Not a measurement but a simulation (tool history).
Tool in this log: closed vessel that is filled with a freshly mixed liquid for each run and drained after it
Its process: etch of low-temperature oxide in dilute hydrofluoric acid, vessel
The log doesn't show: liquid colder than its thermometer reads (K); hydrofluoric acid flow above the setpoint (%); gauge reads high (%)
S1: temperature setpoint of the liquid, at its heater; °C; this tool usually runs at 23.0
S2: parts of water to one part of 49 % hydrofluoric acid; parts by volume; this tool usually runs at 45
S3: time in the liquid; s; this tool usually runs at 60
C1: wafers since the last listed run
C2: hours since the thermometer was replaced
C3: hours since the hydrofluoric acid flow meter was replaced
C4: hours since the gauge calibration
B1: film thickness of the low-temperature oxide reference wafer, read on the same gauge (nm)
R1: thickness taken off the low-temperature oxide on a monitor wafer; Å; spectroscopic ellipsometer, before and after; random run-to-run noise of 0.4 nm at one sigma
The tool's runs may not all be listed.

| run | hour | S1 | S2 | S3 | C1 | C2 | C3 | C4 | B1 | R1 |
|---|---|---|---|---|---|---|---|---|---|---|
| 1 | 0.0 | 27.0 | 45 | 60 | 0 | 1609.5 | 1819.0 | 205.4 | 129.96 | 524.8 |
| 2 | 15.7 | 27.0 | 45 | 60 | 1267 | 1625.2 | 1834.7 | 221.1 | 130.01 | 531.7 |
|  | 27.2 | gauge calibrated |
| 3 | 33.1 | 27.0 | 45 | 60 | 1404 | 1642.6 | 1852.1 | 5.9 | 129.96 | 523.4 |
| 4 | 50.2 | 26.0 | 35 | 60 | 1380 | 1659.7 | 1869.2 | 23.0 | 129.98 | 662.6 |
| 5 | 60.2 | 26.0 | 35 | 60 | 807 | 1669.7 | 1879.2 | 33.0 | 129.96 | 643.4 |
| 6 | 66.6 | 26.0 | 35 | 60 | 516 | 1676.1 | 1885.6 | 39.4 | 129.97 | 662.4 |
| 7 | 81.8 | 23.0 | 45 | 60 | 1226 | 1691.3 | 1900.8 | 54.6 | 129.96 | 443.6 |
| 8 | 98.6 | 23.0 | 45 | 60 | 1356 | 1708.1 | 1917.6 | 71.4 | 129.98 | 444.0 |
| 9 | 116.0 | 23.0 | 45 | 60 | 1404 | 1725.5 | 1935.0 | 88.8 | 129.98 | 444.0 |
| 10 | 128.4 | 23.0 | 45 | 60 | 1000 | 1737.9 | 1947.4 | 101.2 | 129.99 | 440.9 |
| 11 | 137.9 | 23.0 | 45 | 60 | 766 | 1747.4 | 1956.9 | 110.7 | 130.00 | 444.0 |
| 12 | 153.4 | 23.0 | 45 | 60 | 1251 | 1762.9 | 1972.4 | 126.2 | 129.99 | 443.3 |
| 13 | 159.5 | 23.0 | 40 | 60 | 492 | 1769.0 | 1978.5 | 132.3 | 130.03 | 496.5 |
| 14 | 169.6 | 23.0 | 55 | 60 | 815 | 1779.1 | 1988.6 | 142.4 | 130.05 | 356.1 |
|  | 171.7 | thermometer replaced |
| 15 | 182.0 | 23.0 | 55 | 60 | 920 | 10.3 | 2001.0 | 154.8 | 130.00 | 356.4 |
|  | 192.4 | hydrofluoric acid flow meter replaced |
| 16 | 199.0 | 23.0 | 55 | 75 | 1291 | 27.3 | 6.6 | 171.8 | 129.99 | 448.3 |
| 17 | 213.4 | 20.5 | 45 | 85 | 1162 | 41.7 | 21.0 | 186.2 | 130.01 | 571.4 |
| 18 | 226.0 | 23.0 | 45 | 60 | 1017 | 54.3 | 33.6 | 198.8 | 130.02 | 436.8 |
| 19 | 243.8 | 20.0 | 45 | 60 | 1436 | 72.1 | 51.4 | 216.6 | 130.03 | 386.5 |
|  | 260.0 | gauge calibrated |
| 20 | 261.5 | 23.0 | 45 | 60 | 1428 | 89.8 | 69.1 | 1.5 | 130.00 | 441.7 |
| 21 | 267.6 | 23.0 | 65 | 60 | 492 | 95.9 | 75.2 | 7.6 | 129.97 | 299.9 |
| 22 | 279.6 | 20.0 | 25 | 85 | 968 | 107.9 | 87.2 | 19.6 | 130.04 | 1019.1 |
| 23 | 300.7 | 23.0 | 45 | 80 | 1703 | 129.0 | 108.3 | 40.7 | 130.01 | 587.2 |
| 24 | 306.7 | 23.0 | 45 | 60 | 484 | 135.0 | 114.3 | 46.7 | 130.06 | 441.3 |
| 25 | 321.2 | 19.0 | 35 | 95 | 1170 | 149.5 | 128.8 | 61.2 | 130.03 | 777.8 |
| 26 | 333.0 | 21.0 | 30 | 60 | 952 | 161.3 | 140.6 | 73.0 | 130.00 | 619.6 |
| 27 | 350.0 | 23.0 | 60 | 30 | 1372 | 178.3 | 157.6 | 90.0 | 129.97 | 162.0 |
| 28 | 367.0 | 27.5 | 55 | 95 | 1372 | 195.3 | 174.6 | 107.0 | 129.95 | 685.2 |
| 29 | 384.5 | 23.0 | 65 | 60 | 1412 | 212.8 | 192.1 | 124.5 | 129.96 | 292.6 |
| 30 | 401.5 | 23.0 | 45 | 60 | 1372 | 229.8 | 209.1 | 141.5 | 130.04 | 448.8 |
| 31 | 412.1 | 28.0 | 45 | 30 | 855 | 240.4 | 219.7 | 152.1 | 129.99 | 269.0 |

For each entry between runs, how does the tool's hidden state at the last listed run before it compare with that at the first listed run after it?
After run 2, before run 3: gauge calibrated (hour 27.2)
  no difference in the tool's unlogged condition between these two runs
After run 14, before run 15: thermometer replaced (hour 171.7)
  no difference in the tool's unlogged condition between these two runs
After run 15, before run 16: hydrofluoric acid flow meter replaced (hour 192.4)
  no difference in the tool's unlogged condition between these two runs
After run 19, before run 20: gauge calibrated (hour 260.0)
  no difference in the tool's unlogged condition between these two runs
